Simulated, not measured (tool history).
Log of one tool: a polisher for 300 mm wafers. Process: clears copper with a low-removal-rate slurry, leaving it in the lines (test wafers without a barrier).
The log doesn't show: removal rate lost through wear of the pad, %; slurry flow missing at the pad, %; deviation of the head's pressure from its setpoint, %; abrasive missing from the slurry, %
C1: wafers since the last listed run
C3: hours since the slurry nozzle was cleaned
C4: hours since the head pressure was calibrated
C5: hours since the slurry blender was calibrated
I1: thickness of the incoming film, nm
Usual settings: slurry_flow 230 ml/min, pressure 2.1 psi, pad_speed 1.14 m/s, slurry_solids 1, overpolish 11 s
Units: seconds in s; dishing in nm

Run 1, day 0: usual settings; C1 0; wafers polished on this pad 565; C3 194.4; C4 335.1; C5 47.8; I1 318.8. Result: seconds 133.7 s, dishing 20 nm.
At day 0.233: slurry nozzle cleaned.
Run 2, day 0.621: usual settings; C1 62; wafers polished on this pad 628; C3 9.3; C4 350; C5 62.7; I1 316.5. Result: seconds 133 s, dishing 19.5 nm.
Run 3, day 1.242: usual settings; C1 67; wafers polished on this pad 695; C3 24.2; C4 364.9; C5 77.6; I1 310.8. Result: seconds 129.9 s, dishing 19.5 nm.
Run 4, day 1.633: usual settings; C1 42; wafers polished on this pad 738; C3 33.6; C4 374.3; C5 87; I1 317.9. Result: seconds 134.3 s, dishing 19.5 nm.
Run 5, day 2.346: usual settings; C1 77; wafers polished on this pad 815; C3 50.7; C4 391.4; C5 104.1; I1 316.6. Result: seconds 133.2 s, dishing 18.9 nm.
At day 2.633: worn pad replaced by a new one.
Run 6, day 2.654: usual settings; C1 15; wafers polished on this pad 2; C3 58.1; C4 398.8; C5 111.5; I1 317.5. Result: seconds 134 s, dishing 19.5 nm.
Run 7, day 3.338: usual settings; C1 74; wafers polished on this pad 76; C3 74.5; C4 415.2; C5 127.9; I1 314.2. Result: seconds 129.6 s, dishing 19.6 nm.
Run 8, day 4.004: usual settings; C1 72; wafers polished on this pad 148; C3 90.5; C4 431.2; C5 143.9; I1 318. Result: seconds 133.4 s, dishing 19 nm.
Run 9, day 4.412: usual settings but pressure 2.6 psi; C1 44; wafers polished on this pad 193; C3 100.3; C4 441; C5 153.7; I1 310. Result: seconds 107.6 s, dishing 24 nm.
Run 10, day 4.754: usual settings but pressure 2.6 psi; C1 37; wafers polished on this pad 230; C3 108.5; C4 449.2; C5 161.9; I1 310.9. Result: seconds 108.9 s, dishing 23.9 nm.
Run 11, day 5.388: usual settings but slurry_flow 285 ml/min, pressure 1.5 psi, pad_speed 1.52 m/s; C1 68; wafers polished on this pad 299; C3 123.7; C4 464.4; C5 177.1; I1 316. Result: seconds 131.3 s, dishing 19.9 nm.
Run 12, day 5.896: usual settings but slurry_flow 275 ml/min, pressure 1.6 psi; C1 55; wafers polished on this pad 354; C3 135.9; C4 476.6; C5 189.3; I1 313.8. Result: seconds 164.4 s, dishing 16.4 nm.
Run 13, day 6.588: usual settings but pressure 2.3 psi, slurry_solids 1.1; C1 75; wafers polished on this pad 429; C3 152.5; C4 493.2; C5 205.9; I1 318.9. Result: seconds 122.1 s, dishing 21.1 nm.
Run 14, day 6.921: usual settings but slurry_flow 305 ml/min, pad_speed 0.96 m/s; C1 36; wafers polished on this pad 465; C3 160.5; C4 501.2; C5 213.9; I1 313.4. Result: seconds 154 s, dishing 16.8 nm.
Run 15, day 7.4: usual settings but pressure 2.5 psi, pad_speed 1.48 m/s, overpolish 17 s; C1 52; wafers polished on this pad 517; C3 172; C4 512.7; C5 225.4; I1 316.1. Result: seconds 87.5 s, dishing 37.9 nm.
At day 7.792: slurry nozzle cleaned.
At day 8.433: head pressure recalibrated.
Run 16, day 8.462: usual settings; C1 101; wafers polished on this pad 619; C3 16.1; C4 0.7; C5 250.9; I1 315.6. Result: seconds 135.8 s, dishing 19.8 nm.
Run 17, day 8.988: usual settings; C1 56; wafers polished on this pad 676; C3 28.7; C4 13.3; C5 263.5; I1 309.9. Result: seconds 128.9 s, dishing 19.7 nm.
At day 9.208: slurry blender recalibrated.
Run 18, day 9.304: usual settings but slurry_flow 255 ml/min, pressure 1.8 psi, pad_speed 1.04 m/s, slurry_solids 0.7; C1 25; wafers polished on this pad 701; C3 36.3; C4 20.9; C5 2.3; I1 309.7. Result: seconds 179.9 s, dishing 14.9 nm.
At day 9.654: worn pad replaced by a new one.
Run 19, day 11.367: usual settings but slurry_solids 0.9; C1 205; wafers polished on this pad 186; C3 85.8; C4 70.4; C5 51.8; I1 319.3. Result: seconds 140.4 s, dishing 18.7 nm.
Run 20, day 11.708: usual settings; C1 37; wafers polished on this pad 223; C3 94; C4 78.6; C5 60; I1 312.3. Result: seconds 132.9 s, dishing 19.8 nm.
Run 21, day 12.117: usual settings but slurry_flow 280 ml/min; C1 44; wafers polished on this pad 267; C3 103.8; C4 88.4; C5 69.8; I1 312.4. Result: seconds 129.6 s, dishing 19.9 nm.

How the hidden state differs across the entries between the runs, from the last listed run before each to the first after it:
Between runs 1 and 2: slurry nozzle cleaned (day 0.233)
  no hidden state differs between the two runs
Between runs 5 and 6: worn pad replaced by a new one (day 2.633)
  no hidden state differs between the two runs
Between runs 15 and 16: slurry nozzle cleaned (day 7.792); head pressure recalibrated (day 8.433)
  no hidden state differs between the two runs
Between runs 17 and 18: slurry blender recalibrated (day 9.208)
  no hidden state differs between the two runs
Between runs 18 and 19: worn pad replaced by a new one (day 9.654)
  no hidden state differs between the two runs

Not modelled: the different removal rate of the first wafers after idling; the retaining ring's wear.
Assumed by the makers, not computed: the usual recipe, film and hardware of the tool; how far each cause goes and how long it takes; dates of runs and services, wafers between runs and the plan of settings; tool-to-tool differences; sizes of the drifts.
